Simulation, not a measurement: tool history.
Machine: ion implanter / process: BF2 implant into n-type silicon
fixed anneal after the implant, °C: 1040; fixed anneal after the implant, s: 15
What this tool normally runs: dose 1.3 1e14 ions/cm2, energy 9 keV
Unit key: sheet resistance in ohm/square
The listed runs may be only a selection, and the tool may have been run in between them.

| run | hour | dose | energy | read-back reference wafer on the same gauge, sheet resistance | sheet resistance |
|---|---|---|---|---|---|
| 1 | 0 | 1.3 | 9 | 938.98 | 938.96 |
| 2 | 103.9 | 1.3 | 9 | 938.59 | 940.31 |
|  | 126.3 | gauge calibrated |
| 3 | 152 | 1.3 | 9 | 938.89 | 938.67 |
| 4 | 239.2 | 1.3 | 11 | 939.09 | 911.35 |
| 5 | 287.6 | 1.3 | 11 | 938.62 | 920.2 |
| 6 | 368.3 | 1.3 | 9 | 938.78 | 936.88 |
|  | 402.1 | Faraday cup replaced and dose calibrated |
| 7 | 631.8 | 1.3 | 9 | 939.36 | 912.03 |
|  | 714.5 | Faraday cup replaced and dose calibrated, repeated, since the last time left the tool worse |
| 8 | 716.2 | 1.3 | 9 | 939.15 | 956.72 |
| 9 | 806.3 | 1.3 | 9 | 938.25 | 955.43 |
| 10 | 881.5 | 1.03 | 11.5 | 939.02 | 1133.83 |
|  | 927.1 | gauge calibrated |
| 11 | 960.9 | 1.41 | 8 | 938.83 | 896.7 |
| 12 | 1027.4 | 1.3 | 9 | 938.76 | 945.07 |
| 13 | 1100.4 | 1.58 | 6.5 | 939.22 | 828.67 |
| 14 | 1196.4 | 1.01 | 11.5 | 939.24 | 1148.41 |
|  | 1230.7 | extraction supply calibrated |
|  | 1481.1 | Faraday cup replaced and dose calibrated |
| 15 | 1498.3 | 1.57 | 10 | 939.23 | 796.82 |
| 16 | 1545.8 | 1.59 | 8 | 938.7 | 808.68 |

Some steps in sheet resistance, run to run, broken into two amounts with sign: the step expected even without the hidden condition (settings, incoming material, random variation), and the rest, left for the hidden condition together with whatever gauge scatter is not in both the measured and the hidden-condition-free result:
The tool's hidden condition here consists of: deviation of the true dose from the Faraday cup's reading, %; deviation of the true energy from its setpoint, %; gauge reads high (%).
Run 7 -> 8: Faraday cup replaced and dose calibrated, repeated, since the last time left the tool worse. sheet resistance +44.69 ohm/square: hidden state +47.05, all else -2.36.
Run 14 -> 15: dose 1.01 -> 1.57, energy 11.5 -> 10, extraction supply calibrated, Faraday cup replaced and dose calibrated. sheet resistance -351.59 ohm/square: hidden state +14.25, all else -365.84.
